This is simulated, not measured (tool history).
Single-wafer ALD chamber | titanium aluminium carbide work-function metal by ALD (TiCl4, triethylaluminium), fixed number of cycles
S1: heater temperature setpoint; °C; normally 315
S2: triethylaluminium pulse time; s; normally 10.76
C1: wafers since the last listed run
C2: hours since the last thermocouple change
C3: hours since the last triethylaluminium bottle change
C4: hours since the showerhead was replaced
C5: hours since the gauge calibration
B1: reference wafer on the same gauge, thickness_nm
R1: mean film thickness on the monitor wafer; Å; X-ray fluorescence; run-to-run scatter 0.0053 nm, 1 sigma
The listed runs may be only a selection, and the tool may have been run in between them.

| run | hour | S1 | S2 | C1 | C2 | C3 | C4 | C5 | B1 | R1 |
|---|---|---|---|---|---|---|---|---|---|---|
| 1 | 0.0 | 315 | 10.76 | 0 | 559.0 | 1245.1 | 7628.6 | 133.0 | 2.059 | 20.27 |
| 2 | 34.1 | 315 | 10.76 | 398 | 593.1 | 1279.2 | 7662.7 | 167.1 | 2.061 | 20.29 |
| 3 | 53.4 | 315 | 10.76 | 225 | 612.4 | 1298.5 | 7682.0 | 186.4 | 2.061 | 20.30 |
| 4 | 78.5 | 323 | 10.76 | 293 | 637.5 | 1323.6 | 7707.1 | 211.5 | 2.059 | 20.82 |
| 5 | 103.5 | 323 | 10.76 | 292 | 662.5 | 1348.6 | 7732.1 | 236.5 | 2.060 | 20.85 |
| 6 | 119.6 | 315 | 10.76 | 188 | 678.6 | 1364.7 | 7748.2 | 252.6 | 2.060 | 20.21 |
| 7 | 148.1 | 315 | 10.76 | 333 | 707.1 | 1393.2 | 7776.7 | 281.1 | 2.061 | 20.22 |
| 8 | 163.6 | 315 | 10.76 | 181 | 722.6 | 1408.7 | 7792.2 | 296.6 | 2.060 | 20.18 |
| 9 | 178.1 | 315 | 10.76 | 169 | 737.1 | 1423.2 | 7806.7 | 311.1 | 2.059 | 20.11 |
|  | 235.5 | showerhead replaced |
| 10 | 236.0 | 324 | 10.76 | 583 | 795.0 | 1481.1 | 0.5 | 369.0 | 2.060 | 20.75 |
| 11 | 253.6 | 324 | 10.76 | 205 | 812.6 | 1498.7 | 18.1 | 386.6 | 2.061 | 20.77 |
| 12 | 286.0 | 315 | 8.07 | 379 | 845.0 | 1531.1 | 50.5 | 419.0 | 2.061 | 18.91 |
|  | 316.7 | triethylaluminium bottle replaced |
|  | 354.0 | gauge calibrated |
| 13 | 371.0 | 315 | 8.07 | 900 | 930.0 | 54.3 | 135.5 | 17.0 | 2.060 | 20.04 |
| 14 | 383.5 | 315 | 10.76 | 146 | 942.5 | 66.8 | 148.0 | 29.5 | 2.061 | 20.75 |
| 15 | 417.1 | 310 | 8.20 | 393 | 976.1 | 100.4 | 181.6 | 63.1 | 2.060 | 19.76 |
| 16 | 444.6 | 315 | 13.05 | 321 | 1003.6 | 127.9 | 209.1 | 90.6 | 2.061 | 20.96 |
| 17 | 474.1 | 315 | 10.76 | 345 | 1033.1 | 157.4 | 238.6 | 120.1 | 2.060 | 20.72 |
| 18 | 507.2 | 301 | 6.52 | 387 | 1066.2 | 190.5 | 271.7 | 153.2 | 2.059 | 18.34 |
| 19 | 533.7 | 319 | 14.28 | 310 | 1092.7 | 217.0 | 298.2 | 179.7 | 2.060 | 21.47 |
| 20 | 547.5 | 330 | 9.39 | 161 | 1106.5 | 230.8 | 312.0 | 193.5 | 2.060 | 21.57 |
|  | 580.7 | thermocouple changed; heater temperature recalibrated |
| 21 | 591.5 | 315 | 10.76 | 421 | 10.8 | 274.8 | 356.0 | 237.5 | 2.059 | 21.13 |
| 22 | 604.7 | 307 | 10.76 | 154 | 24.0 | 288.0 | 369.2 | 250.7 | 2.059 | 20.54 |
| 23 | 630.0 | 327 | 15.05 | 296 | 49.3 | 313.3 | 394.5 | 276.0 | 2.060 | 22.59 |
| 24 | 653.6 | 315 | 10.76 | 276 | 72.9 | 336.9 | 418.1 | 299.6 | 2.061 | 21.09 |
| 25 | 677.6 | 309 | 13.03 | 280 | 96.9 | 360.9 | 442.1 | 323.6 | 2.061 | 20.86 |
| 26 | 710.7 | 321 | 7.67 | 387 | 130.0 | 394.0 | 475.2 | 356.7 | 2.062 | 20.53 |
| 27 | 746.5 | 323 | 8.11 | 418 | 165.8 | 429.8 | 511.0 | 392.5 | 2.062 | 20.85 |
| 28 | 761.7 | 302 | 10.76 | 177 | 181.0 | 445.0 | 526.2 | 407.7 | 2.060 | 20.01 |

Alternative continuations, all from the tool just after run 28; predict every row:
| A | 762.1 | 315 | 10.76 | 4 | 181.4 | 445.4 | 526.6 | 408.1 | ? | ? |
| B | 762.1 | 320 | 13.57 | 4 | 181.4 | 445.4 | 526.6 | 408.1 | ? | ? |
| C | 762.1 | 301 | 14.11 | 4 | 181.4 | 445.4 | 526.6 | 408.1 | ? | ? |
| D | 762.1 | 328 | 8.66 | 4 | 181.4 | 445.4 | 526.6 | 408.1 | ? | ? |

| run | B1 | R1 |
|---|---|---|
| A | 2.060 | 20.95 |
| B | 2.060 | 21.70 |
| C | 2.060 | 20.23 |
| D | 2.060 | 21.44 |
Without the tool's hidden state the same runs would have given:
| run | R1 |
|---|---|
| A | 21.27 |
| B | 21.97 |
| C | 20.48 |
| D | 21.82 |
